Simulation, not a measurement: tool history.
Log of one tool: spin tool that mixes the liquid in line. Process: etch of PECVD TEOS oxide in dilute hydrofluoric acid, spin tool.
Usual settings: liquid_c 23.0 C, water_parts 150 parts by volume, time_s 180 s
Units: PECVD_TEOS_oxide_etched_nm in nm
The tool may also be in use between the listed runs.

run    hour  liquid_c  water_parts  time_s  wafers since the last listed run  hours since the thermometer was replaced  hours since the hydrofluoric acid flow meter was replaced  hours since the gauge calibration  read-back film thickness of the PECVD TEOS oxide reference wafer, read on the same gauge (nm)  PECVD_TEOS_oxide_etched_nm
  1     0.0      23.0          150     180                                 0                                    2440.0                                                      864.3                              561.8                                                                                          79.99                       21.83
  2    81.7      23.0          150     180                               768                                    2521.7                                                      946.0                              643.5                                                                                          80.03                       21.92
  3   125.2      23.0          150     180                               409                                    2565.2                                                      989.5                              687.0                                                                                          79.98                       21.28
  4   186.2      25.5          105     180                               573                                    2626.2                                                     1050.5                              748.0                                                                                          80.04                       35.72
  5   235.7      23.0          150     180                               465                                    2675.7                                                     1100.0                              797.5                                                                                          79.99                       21.48
  6   287.5      23.0          150     180                               487                                    2727.5                                                     1151.8                              849.3                                                                                          79.98                       21.52
  7   336.4      23.0          150     180                               460                                    2776.4                                                     1200.7                              898.2                                                                                          80.01                       21.43
  8   407.0      25.5          150     100                               664                                    2847.0                                                     1271.3                              968.8                                                                                          80.01                       13.11
      438.1  -- hydrofluoric acid flow meter replaced
  9   448.9      25.5          150     100                               384                                    2888.9                                                       10.8                             1010.7                                                                                          80.02                       14.09
      472.4  -- gauge calibrated
 10   508.6      25.5          150     100                               561                                    2948.6                                                       70.5                               36.2                                                                                          80.01                       14.21
      517.4  -- thermometer replaced
 11   566.9      23.0          190     180                               539                                      49.5                                                      128.8                               94.5                                                                                          79.98                       15.77
 12   595.5      23.0          190     180                               269                                      78.1                                                      157.4                              123.1                                                                                          79.99                       15.80
 13   634.6      23.0          150     180                               367                                     117.2                                                      196.5                              162.2                                                                                          80.03                       20.90
 14   701.7      23.0          125      95                               631                                     184.3                                                      263.6                              229.3                                                                                          80.01                       13.63
 15   727.5      23.0          150     180                               242                                     210.1                                                      289.4                              255.1                                                                                          79.97                       21.01
 16   786.6      21.5          115     180                               556                                     269.2                                                      348.5                              314.2                                                                                          79.99                       26.96
 17   835.2      23.0          215     100                               457                                     317.8                                                      397.1                              362.8                                                                                          79.98                        7.69
 18   862.8      26.0          150     180                               259                                     345.4                                                      424.7                              390.4                                                                                          79.99                       23.60
 19   886.8      26.0          170     180                               225                                     369.4                                                      448.7                              414.4                                                                                          80.04                       20.33
 20   930.0      23.0          205     180                               406                                     412.6                                                      491.9                              457.6                                                                                          80.02                       14.31
 21  1141.3      23.0           80     115                              1988                                     623.9                                                      703.2                              668.9                                                                                          79.94                       27.34
 22  1194.5      23.0          100     180                               500                                     677.1                                                      756.4                              722.1                                                                                          79.99                       32.59
 23  1259.9      23.0          150     180                               615                                     742.5                                                      821.8                              787.5                                                                                          80.00                       20.49
 24  1307.0      23.0           80     115                               443                                     789.6                                                      868.9                              834.6                                                                                          79.95                       27.19

Forecast each of these 3 alternatives for the next run:
  A  1307.5      23.0          150     180                                 4                                     790.1                                                      869.4                              835.1                                                                                              ?                           ?
  B  1307.5      23.0          105     140                                 4                                     790.1                                                      869.4                              835.1                                                                                              ?                           ?
  C  1307.5      19.5          190     180                                 4                                     790.1                                                      869.4                              835.1                                                                                              ?                           ?

run  read-back film thickness of the PECVD TEOS oxide reference wafer, read on the same gauge (nm)  PECVD_TEOS_oxide_etched_nm
  A                                                                                          80.01                       20.73
  B                                                                                          80.01                       24.34
  C                                                                                          80.01                       13.69
Without the tool's hidden state the same runs would have given:
run  PECVD_TEOS_oxide_etched_nm
  A                       21.26
  B                       24.88
  C                       14.05
